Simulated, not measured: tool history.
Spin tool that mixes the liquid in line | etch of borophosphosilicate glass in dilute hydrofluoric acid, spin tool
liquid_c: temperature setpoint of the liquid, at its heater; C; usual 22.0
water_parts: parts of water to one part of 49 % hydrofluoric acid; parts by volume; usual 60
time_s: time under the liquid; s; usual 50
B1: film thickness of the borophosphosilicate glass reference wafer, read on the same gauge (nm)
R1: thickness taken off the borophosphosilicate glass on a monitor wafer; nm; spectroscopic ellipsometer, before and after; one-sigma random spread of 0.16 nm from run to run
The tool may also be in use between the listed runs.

{"run": 1, "hour": 0.0, "liquid_c": 22.0, "water_parts": 60, "time_s": 50, "B1": 130.02, "R1": 28.68}
{"run": 2, "hour": 64.3, "liquid_c": 24.0, "water_parts": 60, "time_s": 50, "B1": 130.0, "R1": 31.03}
{"run": 3, "hour": 131.1, "liquid_c": 24.0, "water_parts": 60, "time_s": 50, "B1": 130.03, "R1": 30.98}
{"run": 4, "hour": 206.7, "liquid_c": 22.0, "water_parts": 75, "time_s": 50, "B1": 130.01, "R1": 22.44}
{"run": 5, "hour": 251.2, "liquid_c": 22.0, "water_parts": 75, "time_s": 50, "B1": 130.02, "R1": 22.75}
{"run": 6, "hour": 357.6, "liquid_c": 22.0, "water_parts": 75, "time_s": 50, "B1": 129.95, "R1": 22.59}
{"run": 7, "hour": 434.3, "liquid_c": 22.0, "water_parts": 80, "time_s": 50, "B1": 129.99, "R1": 21.12}
{"run": 8, "hour": 493.1, "liquid_c": 22.0, "water_parts": 80, "time_s": 50, "B1": 130.02, "R1": 21.22}
{"run": 9, "hour": 547.3, "liquid_c": 22.0, "water_parts": 80, "time_s": 50, "B1": 130.0, "R1": 21.2}
{"run": 10, "hour": 642.9, "liquid_c": 22.0, "water_parts": 60, "time_s": 50, "B1": 130.0, "R1": 28.99}
{"run": 11, "hour": 691.0, "liquid_c": 22.0, "water_parts": 60, "time_s": 55, "B1": 129.99, "R1": 32.22}
{"run": 12, "hour": 926.3, "liquid_c": 22.0, "water_parts": 60, "time_s": 55, "B1": 130.0, "R1": 32.66}
{"run": 13, "hour": 998.3, "liquid_c": 22.0, "water_parts": 60, "time_s": 50, "B1": 130.04, "R1": 29.53}
{"run": 14, "hour": 1078.4, "liquid_c": 22.0, "water_parts": 60, "time_s": 50, "B1": 130.0, "R1": 29.51}
{"run": 15, "hour": 1147.2, "liquid_c": 22.0, "water_parts": 60, "time_s": 50, "B1": 130.0, "R1": 29.64}
{"run": 16, "hour": 1394.9, "liquid_c": 22.0, "water_parts": 70, "time_s": 75, "B1": 129.98, "R1": 39.47}
{"run": 17, "hour": 1460.0, "liquid_c": 23.5, "water_parts": 70, "time_s": 40, "B1": 129.97, "R1": 22.59}
{"run": 18, "hour": 1550.3, "liquid_c": 17.0, "water_parts": 40, "time_s": 25, "B1": 130.04, "R1": 17.1}
{"run": 19, "hour": 1633.7, "liquid_c": 22.0, "water_parts": 60, "time_s": 50, "B1": 130.03, "R1": 27.69}
{"run": 20, "hour": 1738.6, "liquid_c": 17.5, "water_parts": 40, "time_s": 70, "B1": 129.98, "R1": 49.17}
{"run": 21, "hour": 1843.3, "liquid_c": 22.0, "water_parts": 90, "time_s": 65, "B1": 130.0, "R1": 23.32}
{"run": 22, "hour": 1880.0, "liquid_c": 24.0, "water_parts": 90, "time_s": 60, "B1": 130.01, "R1": 23.57}
{"run": 23, "hour": 1956.2, "liquid_c": 19.5, "water_parts": 60, "time_s": 50, "B1": 130.03, "R1": 25.17}
{"run": 24, "hour": 2005.0, "liquid_c": 18.5, "water_parts": 85, "time_s": 40, "B1": 129.96, "R1": 13.32}
{"run": 25, "hour": 2098.8, "liquid_c": 20.0, "water_parts": 45, "time_s": 20, "B1": 130.02, "R1": 14.05}
{"run": 26, "hour": 2137.9, "liquid_c": 22.0, "water_parts": 60, "time_s": 50, "B1": 129.97, "R1": 27.94}
{"run": 27, "hour": 2218.6, "liquid_c": 20.5, "water_parts": 60, "time_s": 70, "B1": 129.98, "R1": 37.25}
{"run": 28, "hour": 2301.4, "liquid_c": 17.5, "water_parts": 80, "time_s": 50, "B1": 130.0, "R1": 17.36}
{"run": 29, "hour": 2363.8, "liquid_c": 18.0, "water_parts": 50, "time_s": 35, "B1": 130.0, "R1": 20.39}
{"run": 30, "hour": 2438.1, "liquid_c": 22.0, "water_parts": 60, "time_s": 50, "B1": 130.01, "R1": 28.33}
{"run": 31, "hour": 2508.4, "liquid_c": 20.0, "water_parts": 85, "time_s": 50, "B1": 129.95, "R1": 17.99}

Not shown: 7 entries that the log had between the listed runs. Between which runs, and how does the tool's hidden state differ before and after?
Run 5 -> run 6: hydrofluoric acid flow meter replaced (hour 336.0)
  liquid hotter than its thermometer reads (K): 1.08 -> 1.16
  measured minus no-state result, R1: +0.98 -> +1.05 nm
Run 11 -> run 12: gauge calibrated (hour 759.6)
  liquid hotter than its thermometer reads (K): 1.42 -> 1.6
  measured minus no-state result, R1: +1.83 -> +2.08 nm
Run 15 -> run 16: thermometer replaced (hour 1150.1); hydrofluoric acid flow meter replaced (hour 1158.2)
  liquid hotter than its thermometer reads (K): 1.77 -> 3.13
  measured minus no-state result, R1: +2.09 -> +4.71 nm
Run 17 -> run 18: thermometer replaced, repeated, since the last time left the tool worse (hour 1502.0)
  liquid hotter than its thermometer reads (K): 3.18 -> 0.104
  measured minus no-state result, R1: +2.71 -> +0.08 nm
Run 23 -> run 24: hydrofluoric acid flow meter replaced (hour 1973.5)
  liquid hotter than its thermometer reads (K): 0.418 -> 0.456
  measured minus no-state result, R1: +0.44 -> +0.25 nm
Run 29 -> run 30: gauge calibrated (hour 2383.6)
  liquid hotter than its thermometer reads (K): 0.734 -> 0.791
  measured minus no-state result, R1: +0.63 -> +0.91 nm
